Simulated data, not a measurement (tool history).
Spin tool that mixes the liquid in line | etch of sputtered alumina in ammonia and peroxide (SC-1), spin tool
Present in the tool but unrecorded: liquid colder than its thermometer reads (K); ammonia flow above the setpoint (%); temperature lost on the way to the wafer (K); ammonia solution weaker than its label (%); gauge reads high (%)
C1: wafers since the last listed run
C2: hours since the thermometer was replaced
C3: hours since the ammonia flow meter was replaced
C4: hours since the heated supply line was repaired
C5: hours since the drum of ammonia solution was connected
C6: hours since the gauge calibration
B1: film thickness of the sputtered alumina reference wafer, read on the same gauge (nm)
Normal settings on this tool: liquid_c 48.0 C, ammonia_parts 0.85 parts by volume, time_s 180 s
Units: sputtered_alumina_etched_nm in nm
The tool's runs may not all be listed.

run 1 day=0.000 | liquid_c=55.5 ammonia_parts=0.85 time_s=140 | C1=0 C2=436.7 C3=7.5 C4=2712.9 C5=4.4 C6=1051.7 | B1=82.48 | sputtered_alumina_etched_nm=10.87
run 2 day=2.725 | liquid_c=55.5 ammonia_parts=0.85 time_s=140 | C1=448 C2=502.1 C3=72.9 C4=2778.3 C5=69.8 C6=1117.1 | B1=82.63 | sputtered_alumina_etched_nm=10.83
run 3 day=4.183 | liquid_c=54.0 ammonia_parts=0.85 time_s=140 | C1=239 C2=537.1 C3=107.9 C4=2813.3 C5=104.8 C6=1152.1 | B1=82.70 | sputtered_alumina_etched_nm=9.98
run 4 day=6.992 | liquid_c=54.0 ammonia_parts=0.85 time_s=140 | C1=461 C2=604.5 C3=175.3 C4=2880.7 C5=172.2 C6=1219.5 | B1=82.86 | sputtered_alumina_etched_nm=9.99
run 5 day=8.775 | liquid_c=48.0 ammonia_parts=0.85 time_s=180 | C1=293 C2=647.3 C3=218.1 C4=2923.5 C5=215.0 C6=1262.3 | B1=82.93 | sputtered_alumina_etched_nm=9.28
run 6 day=11.542 | liquid_c=48.0 ammonia_parts=0.85 time_s=130 | C1=454 C2=713.7 C3=284.5 C4=2989.9 C5=281.4 C6=1328.7 | B1=83.10 | sputtered_alumina_etched_nm=6.72
-- day=16.479 ammonia flow meter replaced
run 7 day=18.938 | liquid_c=48.0 ammonia_parts=0.85 time_s=130 | C1=1209 C2=891.2 C3=59.0 C4=3167.4 C5=458.9 C6=1506.2 | B1=83.49 | sputtered_alumina_etched_nm=6.72
-- day=19.146 thermometer replaced
-- day=20.058 heated supply line repaired
run 8 day=20.933 | liquid_c=48.0 ammonia_parts=0.85 time_s=130 | C1=314 C2=42.9 C3=106.9 C4=21.0 C5=506.8 C6=1554.1 | B1=83.62 | sputtered_alumina_etched_nm=6.78
-- day=22.396 new drum of ammonia solution connected
run 9 day=22.658 | liquid_c=48.0 ammonia_parts=1.00 time_s=145 | C1=276 C2=84.3 C3=148.3 C4=62.4 C5=6.3 C6=1595.5 | B1=83.66 | sputtered_alumina_etched_nm=7.68
run 10 day=25.133 | liquid_c=48.0 ammonia_parts=1.05 time_s=180 | C1=406 C2=143.7 C3=207.7 C4=121.8 C5=65.7 C6=1654.9 | B1=83.79 | sputtered_alumina_etched_nm=9.52
run 11 day=26.192 | liquid_c=48.0 ammonia_parts=0.85 time_s=180 | C1=174 C2=169.1 C3=233.1 C4=147.2 C5=91.1 C6=1680.3 | B1=83.89 | sputtered_alumina_etched_nm=9.43
run 12 day=28.212 | liquid_c=48.0 ammonia_parts=0.85 time_s=180 | C1=332 C2=217.6 C3=281.6 C4=195.7 C5=139.6 C6=1728.8 | B1=83.98 | sputtered_alumina_etched_nm=9.38
run 13 day=30.396 | liquid_c=44.0 ammonia_parts=0.85 time_s=180 | C1=359 C2=270.0 C3=334.0 C4=248.1 C5=192.0 C6=1781.2 | B1=84.11 | sputtered_alumina_etched_nm=7.53
-- day=31.062 ammonia flow meter replaced
run 14 day=33.304 | liquid_c=48.0 ammonia_parts=0.85 time_s=275 | C1=471 C2=339.8 C3=53.8 C4=317.9 C5=261.8 C6=1851.0 | B1=84.27 | sputtered_alumina_etched_nm=14.49
run 15 day=35.212 | liquid_c=48.0 ammonia_parts=0.85 time_s=180 | C1=313 C2=385.6 C3=99.6 C4=363.7 C5=307.6 C6=1896.8 | B1=84.36 | sputtered_alumina_etched_nm=9.50
-- day=35.771 gauge calibrated
run 16 day=37.775 | liquid_c=44.5 ammonia_parts=1.15 time_s=125 | C1=421 C2=447.1 C3=161.1 C4=425.2 C5=369.1 C6=48.1 | B1=80.52 | sputtered_alumina_etched_nm=5.27
run 17 day=38.888 | liquid_c=48.0 ammonia_parts=0.55 time_s=180 | C1=182 C2=473.8 C3=187.8 C4=451.9 C5=395.8 C6=74.8 | B1=80.62 | sputtered_alumina_etched_nm=8.71
run 18 day=40.954 | liquid_c=51.5 ammonia_parts=0.85 time_s=180 | C1=339 C2=523.4 C3=237.4 C4=501.5 C5=445.4 C6=124.4 | B1=80.73 | sputtered_alumina_etched_nm=10.88
run 19 day=42.488 | liquid_c=45.0 ammonia_parts=1.10 time_s=275 | C1=252 C2=560.2 C3=274.2 C4=538.3 C5=482.2 C6=161.2 | B1=80.83 | sputtered_alumina_etched_nm=11.85
run 20 day=44.700 | liquid_c=55.0 ammonia_parts=1.05 time_s=180 | C1=363 C2=613.3 C3=327.3 C4=591.4 C5=535.3 C6=214.3 | B1=80.88 | sputtered_alumina_etched_nm=13.54
-- day=46.175 new drum of ammonia solution connected
-- day=46.342 ammonia flow meter replaced
run 21 day=46.754 | liquid_c=42.0 ammonia_parts=0.85 time_s=130 | C1=324 C2=662.6 C3=9.9 C4=640.7 C5=13.9 C6=263.6 | B1=81.03 | sputtered_alumina_etched_nm=4.64
run 22 day=49.483 | liquid_c=54.5 ammonia_parts=0.85 time_s=135 | C1=448 C2=728.1 C3=75.4 C4=706.2 C5=79.4 C6=329.1 | B1=81.20 | sputtered_alumina_etched_nm=9.72
-- day=50.379 thermometer replaced
run 23 day=51.033 | liquid_c=54.0 ammonia_parts=0.85 time_s=140 | C1=248 C2=15.7 C3=112.6 C4=743.4 C5=116.6 C6=366.3 | B1=81.26 | sputtered_alumina_etched_nm=9.89

What would each run have given without the hidden state, its run-to-run variation left as it was?
run=1 sputtered_alumina_etched_nm=10.55
run=2 sputtered_alumina_etched_nm=10.49
run=3 sputtered_alumina_etched_nm=9.66
run=4 sputtered_alumina_etched_nm=9.64
run=5 sputtered_alumina_etched_nm=8.95
run=6 sputtered_alumina_etched_nm=6.47
run=7 sputtered_alumina_etched_nm=6.44
run=8 sputtered_alumina_etched_nm=6.49
run=9 sputtered_alumina_etched_nm=7.35
run=10 sputtered_alumina_etched_nm=9.09
run=11 sputtered_alumina_etched_nm=9.00
run=12 sputtered_alumina_etched_nm=8.94
run=13 sputtered_alumina_etched_nm=7.16
run=14 sputtered_alumina_etched_nm=13.75
run=15 sputtered_alumina_etched_nm=9.01
run=16 sputtered_alumina_etched_nm=5.23
run=17 sputtered_alumina_etched_nm=8.65
run=18 sputtered_alumina_etched_nm=10.79
run=19 sputtered_alumina_etched_nm=11.74
run=20 sputtered_alumina_etched_nm=13.39
run=21 sputtered_alumina_etched_nm=4.58
run=22 sputtered_alumina_etched_nm=9.58
run=23 sputtered_alumina_etched_nm=9.74
